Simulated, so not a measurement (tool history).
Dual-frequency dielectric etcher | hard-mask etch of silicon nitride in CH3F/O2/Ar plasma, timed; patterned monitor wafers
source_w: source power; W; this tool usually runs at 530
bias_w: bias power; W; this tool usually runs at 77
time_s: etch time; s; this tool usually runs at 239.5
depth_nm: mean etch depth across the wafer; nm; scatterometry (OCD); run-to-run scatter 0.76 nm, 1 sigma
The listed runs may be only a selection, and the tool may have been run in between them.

run,day,source_w,bias_w,time_s,"read-back reference wafer on the same gauge, depth_nm",depth_nm
1,0.000,530,77,206.0,201.9,166.2
2,0.267,530,77,206.0,201.8,166.9
3,0.558,530,77,206.0,201.9,166.0
4,1.175,530,77,239.5,202.1,193.9
5,1.488,460,77,270.5,202.1,209.5
6,2.096,460,77,270.5,202.1,210.9
7,3.454,530,83,239.5,202.0,200.3
8,4.429,530,69,239.5,201.9,188.5
9,4.896,530,69,239.5,201.6,189.4
10,5.396,530,69,239.5,202.1,189.9
11,5.812,530,77,239.5,202.2,196.7
12,6.112,530,77,239.5,201.9,195.7
13,8.808,530,77,239.5,201.8,189.0
14,8.825,420,83,291.0,202.2,227.1
15,9.254,530,69,239.5,202.1,185.2
16,9.662,600,77,278.5,201.9,224.5
17,10.396,640,77,297.0,201.8,243.1
18,10.958,530,70,191.0,202.0,148.0
19,11.383,530,77,288.0,202.1,228.1
20,12.062,530,77,239.5,202.0,192.1
21,12.650,440,77,272.0,202.3,211.0
22,13.175,460,95,214.5,201.8,175.8
23,13.675,650,69,239.5,202.0,192.6
24,14.108,530,63,239.5,202.0,183.9
25,14.675,610,59,289.5,201.9,226.3
26,15.188,530,77,277.5,201.9,223.9

Between the runs listed above, the log contained 5 entries, not reproduced here. Where in the sequence does each belong, and how does what the log doesn't record of the tool's condition differ from the listed run before to the listed run after?
Between runs 12 and 13: upper electrode replaced, of another model than before (day 7.604); gauge calibrated (day 8.125); wet clean of the chamber (day 8.788)
  etch rate over this chamber's usual, %: 4.51 -> 0.55
  the result without the hidden state subtracted from the measured one, depth_nm: +8.4 -> +1.0 nm
Between runs 16 and 17: source power generator calibrated (day 10.246)
  etch rate over this chamber's usual, %: 0.752 -> 0.926
  the result without the hidden state subtracted from the measured one, depth_nm: +1.7 -> +2.2 nm
Between runs 17 and 18: bias power generator calibrated (day 10.650)
  etch rate over this chamber's usual, %: 0.926 -> 1.06
  the result without the hidden state subtracted from the measured one, depth_nm: +2.2 -> +1.6 nm
